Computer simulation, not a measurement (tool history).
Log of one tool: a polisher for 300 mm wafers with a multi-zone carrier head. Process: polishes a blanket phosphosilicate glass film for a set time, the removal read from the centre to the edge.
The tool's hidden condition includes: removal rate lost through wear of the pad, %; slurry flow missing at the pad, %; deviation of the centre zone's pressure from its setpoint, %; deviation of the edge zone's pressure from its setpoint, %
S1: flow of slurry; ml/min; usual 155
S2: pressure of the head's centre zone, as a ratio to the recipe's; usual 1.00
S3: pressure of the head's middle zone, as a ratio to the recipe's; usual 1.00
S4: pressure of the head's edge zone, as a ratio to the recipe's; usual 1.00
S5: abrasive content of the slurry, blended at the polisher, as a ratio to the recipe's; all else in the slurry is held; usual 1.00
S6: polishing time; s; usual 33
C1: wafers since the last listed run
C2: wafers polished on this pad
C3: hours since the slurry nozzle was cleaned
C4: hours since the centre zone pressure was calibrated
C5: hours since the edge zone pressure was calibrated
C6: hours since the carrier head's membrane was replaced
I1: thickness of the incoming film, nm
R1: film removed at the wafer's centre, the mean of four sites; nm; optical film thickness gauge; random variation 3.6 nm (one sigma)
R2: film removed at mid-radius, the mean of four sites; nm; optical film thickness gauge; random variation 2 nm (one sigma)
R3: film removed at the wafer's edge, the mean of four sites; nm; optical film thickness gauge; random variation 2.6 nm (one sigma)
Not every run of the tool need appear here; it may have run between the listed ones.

Run 1, hour 0.0: usual settings; C1 0; C2 1235; C3 163.6; C4 875.4; C5 738.9; C6 1578.6; I1 1911.4. Result: R1 303.3 nm, R2 311.9 nm, R3 303.8 nm.
At hour 31.7: worn pad replaced by a new one.
Run 2, hour 35.0: usual settings but S3 0.93; C1 248; C2 26; C3 198.6; C4 910.4; C5 773.9; C6 1613.6; I1 1902.8. Result: R1 303.7 nm, R2 292.8 nm, R3 308.7 nm.
Run 3, hour 52.1: usual settings but S3 0.93; C1 137; C2 163; C3 215.7; C4 927.5; C5 791.0; C6 1630.7; I1 1915.6. Result: R1 303.2 nm, R2 294.6 nm, R3 303.8 nm.
Run 4, hour 85.6: usual settings but S3 0.93; C1 268; C2 432; C3 249.2; C4 961.0; C5 824.5; C6 1664.2; I1 1888.5. Result: R1 305.9 nm, R2 293.8 nm, R3 310.8 nm.
Run 5, hour 115.8: usual settings; C1 242; C2 674; C3 279.4; C4 991.2; C5 854.7; C6 1694.4; I1 1878.2. Result: R1 310.5 nm, R2 314.5 nm, R3 305.8 nm.
At hour 149.8: carrier head's membrane replaced by a new one.
Run 6, hour 168.7: usual settings; C1 384; C2 1058; C3 332.3; C4 1044.1; C5 907.6; C6 18.9; I1 1842.4. Result: R1 304.3 nm, R2 311.8 nm, R3 302.4 nm.
At hour 186.1: centre zone pressure recalibrated.
Run 7, hour 187.2: usual settings; C1 132; C2 1190; C3 350.8; C4 1.1; C5 926.1; C6 37.4; I1 1890.8. Result: R1 304.1 nm, R2 308.3 nm, R3 306.4 nm.
Run 8, hour 209.2: usual settings; C1 176; C2 1367; C3 372.8; C4 23.1; C5 948.1; C6 59.4; I1 1845.9. Result: R1 301.4 nm, R2 310.0 nm, R3 308.3 nm.
At hour 224.3: worn pad replaced by a new one.
Run 9, hour 226.7: usual settings; C1 108; C2 19; C3 390.3; C4 40.6; C5 965.6; C6 76.9; I1 1876.4. Result: R1 307.8 nm, R2 315.4 nm, R3 305.7 nm.
At hour 237.6: slurry nozzle cleaned.
Run 10, hour 261.1: usual settings but S3 0.89; C1 267; C2 287; C3 23.5; C4 75.0; C5 1000.0; C6 111.3; I1 1876.2. Result: R1 304.0 nm, R2 280.0 nm, R3 302.3 nm.
Run 11, hour 276.1: usual settings; C1 120; C2 407; C3 38.5; C4 90.0; C5 1015.0; C6 126.3; I1 1913.5. Result: R1 304.1 nm, R2 312.0 nm, R3 304.5 nm.
At hour 308.0: edge zone pressure recalibrated.
Run 12, hour 309.5: usual settings; C1 251; C2 659; C3 71.9; C4 123.4; C5 1.5; C6 159.7; I1 1899.5. Result: R1 302.4 nm, R2 315.4 nm, R3 307.3 nm.
Run 13, hour 328.4: usual settings but S1 140 ml/min, S3 1.09, S4 1.04; C1 151; C2 811; C3 90.8; C4 142.3; C5 20.4; C6 178.6; I1 1883.4. Result: R1 295.6 nm, R2 334.2 nm, R3 308.7 nm.
Run 14, hour 362.2: usual settings but S6 40 s; C1 271; C2 1082; C3 124.6; C4 176.1; C5 54.2; C6 212.4; I1 1872.8. Result: R1 371.3 nm, R2 379.1 nm, R3 369.0 nm.
At hour 385.7: worn pad replaced by a new one.
Run 15, hour 386.2: usual settings but S1 135 ml/min, S2 0.88; C1 160; C2 3; C3 148.6; C4 200.1; C5 78.2; C6 236.4; I1 1870.7. Result: R1 263.0 nm, R2 307.8 nm, R3 302.9 nm.
Run 16, hour 413.8: usual settings; C1 221; C2 225; C3 176.2; C4 227.7; C5 105.8; C6 264.0; I1 1906.5. Result: R1 308.9 nm, R2 312.4 nm, R3 302.3 nm.
Run 17, hour 447.7: usual settings but S4 1.11; C1 271; C2 497; C3 210.1; C4 261.6; C5 139.7; C6 297.9; I1 1876.4. Result: R1 303.8 nm, R2 310.5 nm, R3 320.4 nm.
Run 18, hour 463.2: usual settings but S2 1.10; C1 124; C2 621; C3 225.6; C4 277.1; C5 155.2; C6 313.4; I1 1838.6. Result: R1 334.9 nm, R2 309.1 nm, R3 306.5 nm.
Run 19, hour 494.8: usual settings but S1 120 ml/min, S2 0.90, S6 42 s; C1 253; C2 874; C3 257.2; C4 308.7; C5 186.8; C6 345.0; I1 1893.7. Result: R1 337.6 nm, R2 384.5 nm, R3 388.2 nm.

4 ways to go on from here, each from the tool as it stands after run 19. What would each give?
Run A, hour 495.2: usual settings but S2 0.91; C1 3; C2 878; C3 257.6; C4 309.1; C5 187.2; C6 345.4; I1 1882.8. Result: R1 ?, R2 ?, R3 ?.
Run B, hour 495.2: usual settings but S4 0.90, S5 0.85; C1 3; C2 878; C3 257.6; C4 309.1; C5 187.2; C6 345.4; I1 1882.8. Result: R1 ?, R2 ?, R3 ?.
Run C, hour 495.2: usual settings but S2 1.07, S3 0.92, S4 0.95; C1 3; C2 878; C3 257.6; C4 309.1; C5 187.2; C6 345.4; I1 1882.8. Result: R1 ?, R2 ?, R3 ?.
Run D, hour 495.2: usual settings but S1 110 ml/min; C1 3; C2 878; C3 257.6; C4 309.1; C5 187.2; C6 345.4; I1 1882.8. Result: R1 ?, R2 ?, R3 ?.

run     R1     R2     R3
  A  274.4  309.4  304.7
  B  290.2  297.5  278.9
  C  322.9  288.3  297.6
  D  288.8  297.6  296.4
The same runs, with their run-to-run variation unchanged, on a tool lacking any hidden condition would have given:
run     R1     R2     R3
  A  274.4  309.4  304.7
  B  290.2  297.5  278.9
  C  322.9  288.3  297.6
  D  288.8  297.6  296.4
